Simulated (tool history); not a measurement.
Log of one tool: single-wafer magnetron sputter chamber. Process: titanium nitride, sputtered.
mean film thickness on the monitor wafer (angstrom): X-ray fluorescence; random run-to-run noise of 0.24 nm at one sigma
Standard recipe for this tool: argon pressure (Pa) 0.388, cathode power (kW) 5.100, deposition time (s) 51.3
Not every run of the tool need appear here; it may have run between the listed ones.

| run | hour | argon pressure (Pa) | cathode power (kW) | deposition time (s) | wafers since the last listed run | wafers on the sputter target | hours since the last manometer calibration | hours since the magnet pack was replaced | hours since the gauge calibration | read-back reference wafer on the same gauge, thickness_nm | mean film thickness on the monitor wafer (angstrom) |
|---|---|---|---|---|---|---|---|---|---|---|---|
| 1 | 0.0 | 0.284 | 5.100 | 51.3 | 0 | 2764 | 1216.0 | 9347.5 | 253.1 | 48.525 | 497.77 |
| 2 | 10.0 | 0.284 | 5.100 | 51.3 | 292 | 3057 | 1226.0 | 9357.5 | 263.1 | 48.611 | 497.37 |
| 3 | 20.4 | 0.284 | 5.100 | 51.3 | 304 | 3362 | 1236.4 | 9367.9 | 273.5 | 48.496 | 498.26 |
| 4 | 29.6 | 0.320 | 5.100 | 51.3 | 269 | 3631 | 1245.6 | 9377.1 | 282.7 | 48.471 | 490.81 |
| 5 | 46.8 | 0.320 | 5.100 | 51.3 | 503 | 4135 | 1262.8 | 9394.3 | 299.9 | 48.420 | 492.54 |
| 6 | 59.0 | 0.320 | 5.100 | 51.3 | 357 | 4493 | 1275.0 | 9406.5 | 312.1 | 48.505 | 493.28 |
| 7 | 67.1 | 0.388 | 5.100 | 51.3 | 237 | 4730 | 1283.1 | 9414.6 | 320.2 | 48.492 | 477.44 |
|  | 75.3 | sputter target and shields replaced |
| 8 | 78.0 | 0.388 | 5.100 | 51.3 | 84 | 78 | 1294.0 | 9425.5 | 331.1 | 48.566 | 500.88 |
| 9 | 87.8 | 0.388 | 5.100 | 51.3 | 287 | 365 | 1303.8 | 9435.3 | 340.9 | 48.628 | 499.31 |
| 10 | 103.5 | 0.388 | 5.100 | 51.3 | 459 | 825 | 1319.5 | 9451.0 | 356.6 | 48.482 | 491.88 |
| 11 | 113.9 | 0.388 | 5.100 | 51.3 | 304 | 1129 | 1329.9 | 9461.4 | 367.0 | 48.557 | 486.18 |
|  | 122.7 | gauge calibrated |
| 12 | 128.0 | 0.388 | 5.100 | 51.3 | 413 | 1542 | 1344.0 | 9475.5 | 5.3 | 48.497 | 488.08 |
| 13 | 143.3 | 0.388 | 5.100 | 51.3 | 448 | 1991 | 1359.3 | 9490.8 | 20.6 | 48.572 | 486.17 |
|  | 157.8 | magnet pack replaced, of another model than before |
| 14 | 161.9 | 0.388 | 5.100 | 51.3 | 310 | 2301 | 1377.9 | 4.1 | 39.2 | 48.448 | 481.45 |
| 15 | 172.7 | 0.328 | 5.100 | 51.3 | 316 | 2617 | 1388.7 | 14.9 | 50.0 | 48.581 | 490.99 |
| 16 | 186.3 | 0.510 | 5.100 | 47.2 | 398 | 3016 | 1402.3 | 28.5 | 63.6 | 48.437 | 423.14 |
| 17 | 199.1 | 0.388 | 5.100 | 51.3 | 374 | 3391 | 1415.1 | 41.3 | 76.4 | 48.510 | 478.31 |
|  | 212.9 | sputter target and shields replaced |
| 18 | 213.4 | 0.388 | 5.100 | 51.3 | 184 | 16 | 1429.4 | 55.6 | 90.7 | 48.555 | 509.34 |
| 19 | 217.9 | 0.238 | 4.300 | 42.3 | 131 | 147 | 1433.9 | 60.1 | 95.2 | 48.505 | 370.69 |
| 20 | 230.1 | 0.388 | 5.100 | 51.3 | 357 | 505 | 1446.1 | 72.3 | 107.4 | 48.487 | 498.24 |
| 21 | 245.8 | 0.543 | 4.250 | 58.7 | 459 | 965 | 1461.8 | 88.0 | 123.1 | 48.533 | 454.40 |
|  | 255.4 | capacitance manometer re-zeroed and calibrated |
| 22 | 258.7 | 0.271 | 5.500 | 59.0 | 143 | 1108 | 3.3 | 100.9 | 136.0 | 48.448 | 629.97 |
| 23 | 267.8 | 0.388 | 5.100 | 60.4 | 266 | 1375 | 12.4 | 110.0 | 145.1 | 48.501 | 576.55 |
| 24 | 281.6 | 0.310 | 5.450 | 56.5 | 404 | 1779 | 26.2 | 123.8 | 158.9 | 48.554 | 581.27 |
| 25 | 299.0 | 0.459 | 4.500 | 54.8 | 509 | 2289 | 43.6 | 141.2 | 176.3 | 48.466 | 452.63 |
| 26 | 309.2 | 0.388 | 4.100 | 59.6 | 298 | 2587 | 53.8 | 151.4 | 186.5 | 48.511 | 457.46 |
| 27 | 327.0 | 0.388 | 5.100 | 51.3 | 521 | 3109 | 71.6 | 169.2 | 204.3 | 48.554 | 486.38 |
| 28 | 333.2 | 0.507 | 5.100 | 51.3 | 181 | 3291 | 77.8 | 175.4 | 210.5 | 48.566 | 465.23 |
|  | 356.9 | sputter target and shields replaced |
| 29 | 360.5 | 0.388 | 5.100 | 51.3 | 565 | 106 | 105.1 | 202.7 | 237.8 | 48.564 | 500.01 |
| 30 | 376.6 | 0.329 | 6.300 | 51.3 | 471 | 577 | 121.2 | 218.8 | 253.9 | 48.481 | 612.14 |
| 31 | 384.9 | 0.320 | 5.100 | 51.3 | 243 | 821 | 129.5 | 227.1 | 262.2 | 48.448 | 502.39 |

What differs in the tool's unlogged condition from the final listed run ahead of each entry between runs to the first listed run following it?
After run 7, before run 8: sputter target and shields replaced (hour 75.3)
  deposition rate above that of a new target (%): -5.38 -> -1.03
  measured result minus the result with no hidden state, mean film thickness on the monitor wafer (angstrom): -27.15 -> -5.22
After run 11, before run 12: gauge calibrated (hour 122.7)
  deposition rate above that of a new target (%): -3.67 -> -4.3
  measured result minus the result with no hidden state, mean film thickness on the monitor wafer (angstrom): -18.54 -> -21.93
After run 13, before run 14: magnet pack replaced, of another model than before (hour 157.8)
  deposition rate above that of a new target (%): -4.81 -> -5.26
  measured result minus the result with no hidden state, mean film thickness on the monitor wafer (angstrom): -24.57 -> -26.70
After run 17, before run 18: sputter target and shields replaced (hour 212.9)
  deposition rate above that of a new target (%): -5.78 -> -0.369
  measured result minus the result with no hidden state, mean film thickness on the monitor wafer (angstrom): -29.35 -> -1.89
After run 21, before run 22: capacitance manometer re-zeroed and calibrated (hour 255.4)
  deposition rate above that of a new target (%): -2.93 -> -3.58
  measured result minus the result with no hidden state, mean film thickness on the monitor wafer (angstrom): -13.72 -> -23.37
After run 28, before run 29: sputter target and shields replaced (hour 356.9)
  deposition rate above that of a new target (%): -5.31 -> -1.47
  measured result minus the result with no hidden state, mean film thickness on the monitor wafer (angstrom): -26.07 -> -7.44
